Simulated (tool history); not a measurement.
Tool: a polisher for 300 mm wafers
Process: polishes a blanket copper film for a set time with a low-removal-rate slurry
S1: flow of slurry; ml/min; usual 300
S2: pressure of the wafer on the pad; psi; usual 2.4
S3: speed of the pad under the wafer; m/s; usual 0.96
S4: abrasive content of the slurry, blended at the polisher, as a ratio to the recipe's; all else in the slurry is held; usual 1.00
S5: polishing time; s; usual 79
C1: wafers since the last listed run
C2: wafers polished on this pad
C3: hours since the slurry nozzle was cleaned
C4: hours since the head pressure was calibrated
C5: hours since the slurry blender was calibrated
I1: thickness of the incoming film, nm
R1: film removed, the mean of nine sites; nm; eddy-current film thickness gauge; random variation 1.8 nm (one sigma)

run	hour	S1	S2	S3	S4	S5	C1	C2	C3	C4	C5	I1	R1
1	0.0	300	2.4	0.96	1.00	93	0	846	183.6	350.2	207.3	1549.6	173.9
# hour 16.3: slurry blender recalibrated
# hour 61.6: worn pad replaced by a new one
2	97.8	300	2.4	0.96	1.00	93	479	189	281.4	448.0	81.5	1542.4	175.1
3	205.3	300	2.4	0.96	1.00	79	561	750	388.9	555.5	189.0	1566.3	145.4
# hour 227.1: slurry blender recalibrated
# hour 275.5: worn pad replaced by a new one
4	294.3	300	2.4	0.96	1.00	79	433	98	477.9	644.5	67.2	1552.3	149.4
5	382.3	255	2.4	0.96	1.00	79	459	557	565.9	732.5	155.2	1569.5	147.2
# hour 417.8: slurry blender recalibrated
# hour 482.1: worn pad replaced by a new one
6	485.0	255	2.4	0.96	1.00	79	504	14	668.6	835.2	67.2	1580.7	150.4
7	561.6	300	2.4	0.96	1.00	79	399	414	745.2	911.8	143.8	1561.0	152.0
# hour 608.5: slurry nozzle cleaned
8	609.0	300	2.4	0.96	1.00	79	242	657	0.5	959.2	191.2	1528.6	147.7
9	646.8	395	1.7	0.72	1.00	54	197	854	38.3	997.0	229.0	1592.5	56.6
# hour 653.4: slurry blender recalibrated
# hour 680.5: worn pad replaced by a new one
10	727.4	245	2.4	1.10	0.85	79	389	244	118.9	1077.6	74.0	1571.5	168.2
11	766.2	300	2.4	0.96	1.00	93	202	447	157.7	1116.4	112.8	1558.8	175.4
# hour 826.4: head pressure recalibrated
12	831.8	300	2.4	0.96	0.75	79	332	779	223.3	5.4	178.4	1551.4	144.9
# hour 851.7: slurry blender recalibrated
# hour 889.1: worn pad replaced by a new one
13	896.9	225	2.0	0.96	1.00	79	308	40	288.4	70.5	45.2	1569.6	128.9
# hour 1038.7: slurry blender recalibrated
14	1068.1	300	2.4	0.96	1.00	105	883	924	459.6	241.7	29.4	1575.8	208.9

5 ways to go on from here, each from the tool as it stands after run 14. What would each give?
A	1068.6	300	2.4	0.96	1.00	79	2	926	460.1	242.2	29.9	1566.2	?
B	1068.6	300	3.2	1.12	1.20	99	2	926	460.1	242.2	29.9	1566.2	?
C	1068.6	210	2.4	1.28	0.80	98	2	926	460.1	242.2	29.9	1566.2	?
D	1068.6	245	2.4	0.96	1.00	79	2	926	460.1	242.2	29.9	1566.2	?
E	1068.6	300	1.6	0.96	1.00	97	2	926	460.1	242.2	29.9	1566.2	?

run	R1
A	158.2
B	312.0
C	242.7
D	155.2
E	135.1
Without the tool's hidden state the same runs would have given:
run	R1
A	162.1
B	319.9
C	248.5
D	159.0
E	138.4
